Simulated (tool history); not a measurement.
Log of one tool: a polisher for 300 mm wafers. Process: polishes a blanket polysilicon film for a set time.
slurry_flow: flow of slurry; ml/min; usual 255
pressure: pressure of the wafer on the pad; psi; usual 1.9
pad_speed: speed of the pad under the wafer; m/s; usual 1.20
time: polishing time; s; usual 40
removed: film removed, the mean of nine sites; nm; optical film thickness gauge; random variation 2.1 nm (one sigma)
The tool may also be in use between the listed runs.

| run | hour | slurry_flow | pressure | pad_speed | time | incoming thickness of the incoming film, nm | removed |
|---|---|---|---|---|---|---|---|
| 1 | 0.0 | 255 | 1.9 | 1.20 | 40 | 1152.8 | 304.0 |
|  | 9.3 | slurry nozzle cleaned |
| 2 | 33.4 | 210 | 1.9 | 1.20 | 40 | 1144.3 | 302.6 |
| 3 | 50.4 | 210 | 1.9 | 1.20 | 40 | 1140.2 | 302.2 |
| 4 | 80.9 | 255 | 1.9 | 1.20 | 40 | 1134.5 | 309.0 |
| 5 | 106.2 | 275 | 1.9 | 1.30 | 40 | 1145.8 | 325.5 |
| 6 | 135.5 | 255 | 1.6 | 1.20 | 40 | 1140.2 | 250.2 |
| 7 | 154.4 | 255 | 1.6 | 1.20 | 40 | 1144.8 | 250.5 |
| 8 | 174.8 | 255 | 1.6 | 1.20 | 40 | 1123.7 | 249.9 |
| 9 | 209.6 | 255 | 1.9 | 1.20 | 40 | 1151.6 | 293.8 |
| 10 | 225.3 | 255 | 1.9 | 1.20 | 40 | 1126.6 | 293.7 |
|  | 233.4 | worn pad replaced by a new one |
| 11 | 257.7 | 255 | 1.9 | 1.20 | 40 | 1142.2 | 301.6 |
| 12 | 273.4 | 255 | 1.9 | 1.20 | 40 | 1144.9 | 301.4 |
| 13 | 288.1 | 255 | 1.9 | 1.20 | 40 | 1143.9 | 304.2 |
| 14 | 303.4 | 185 | 1.9 | 1.20 | 40 | 1130.2 | 285.7 |
| 15 | 320.2 | 185 | 1.9 | 1.20 | 40 | 1145.9 | 285.3 |
| 16 | 350.1 | 185 | 1.9 | 1.20 | 40 | 1119.5 | 279.5 |
| 17 | 370.5 | 255 | 1.7 | 1.42 | 40 | 1135.2 | 298.3 |
|  | 394.3 | slurry nozzle cleaned |
| 18 | 406.3 | 280 | 1.6 | 1.32 | 35 | 1133.6 | 241.1 |
|  | 427.8 | worn pad replaced by a new one |
| 19 | 481.8 | 255 | 2.2 | 1.20 | 40 | 1123.9 | 361.8 |
| 20 | 496.4 | 255 | 2.4 | 1.38 | 40 | 1136.6 | 438.3 |
| 21 | 530.7 | 335 | 1.6 | 1.06 | 34 | 1132.6 | 201.7 |
| 22 | 563.4 | 255 | 1.3 | 1.52 | 40 | 1131.9 | 250.0 |
| 23 | 585.0 | 335 | 1.9 | 1.20 | 40 | 1129.7 | 305.5 |
| 24 | 618.6 | 335 | 1.6 | 1.06 | 34 | 1133.9 | 197.0 |
|  | 621.5 | head pressure recalibrated |
| 25 | 631.4 | 255 | 1.9 | 1.20 | 40 | 1136.6 | 293.8 |
|  | 665.2 | worn pad replaced by a new one |
| 26 | 665.7 | 180 | 2.5 | 0.96 | 48 | 1132.5 | 387.5 |
| 27 | 700.1 | 255 | 1.9 | 1.56 | 40 | 1126.5 | 372.0 |
| 28 | 777.4 | 255 | 1.9 | 1.20 | 40 | 1132.7 | 293.3 |
| 29 | 790.9 | 255 | 1.9 | 0.90 | 29 | 1149.4 | 168.5 |
| 30 | 804.6 | 195 | 2.6 | 1.20 | 35 | 1140.1 | 333.4 |
|  | 811.7 | slurry nozzle cleaned |
| 31 | 821.3 | 255 | 1.5 | 1.34 | 31 | 1119.5 | 201.0 |
| 32 | 843.9 | 255 | 1.9 | 1.20 | 40 | 1120.4 | 294.6 |
| 33 | 867.7 | 295 | 2.1 | 1.60 | 29 | 1149.8 | 308.4 |
| 34 | 897.5 | 255 | 1.9 | 1.20 | 45 | 1139.3 | 328.6 |
|  | 910.6 | worn pad replaced by a new one |
| 35 | 912.0 | 255 | 1.7 | 1.58 | 40 | 1143.6 | 353.4 |
| 36 | 924.7 | 255 | 1.9 | 1.20 | 40 | 1157.1 | 308.1 |
| 37 | 949.2 | 255 | 2.5 | 1.20 | 47 | 1138.5 | 472.9 |

Hidden state or all else? Some run-to-run changes of removed, split into what the settings, what came in and random variation would give without the hidden state, and what is left for the hidden state (with any gauge scatter that isn't in both results):
The hidden state here: removal rate lost through wear of the pad, %; slurry flow missing at the pad, %; deviation of the head's pressure from its setpoint, %.
Run 20 -> 21: slurry_flow 255 -> 335, pressure 2.4 -> 1.6, pad_speed 1.38 -> 1.06, time 40 -> 34. removed -236.6 nm: hidden state +4.8, all else -241.4.
Run 29 -> 30: slurry_flow 255 -> 195, pressure 1.9 -> 2.6, pad_speed 0.90 -> 1.20, time 29 -> 35. removed +164.9 nm: hidden state -20.2, all else +185.1.
Run 30 -> 31: slurry_flow 195 -> 255, pressure 2.6 -> 1.5, pad_speed 1.20 -> 1.34, time 35 -> 31, slurry nozzle cleaned. removed -132.4 nm: hidden state +23.8, all else -156.2.
Run 34 -> 35: pressure 1.9 -> 1.7, pad_speed 1.20 -> 1.58, time 45 -> 40, worn pad replaced by a new one. removed +24.8 nm: hidden state +20.9, all else +3.9.
Run 36 -> 37: pressure 1.9 -> 2.5, time 40 -> 47. removed +164.8 nm: hidden state -7.4, all else +172.2.

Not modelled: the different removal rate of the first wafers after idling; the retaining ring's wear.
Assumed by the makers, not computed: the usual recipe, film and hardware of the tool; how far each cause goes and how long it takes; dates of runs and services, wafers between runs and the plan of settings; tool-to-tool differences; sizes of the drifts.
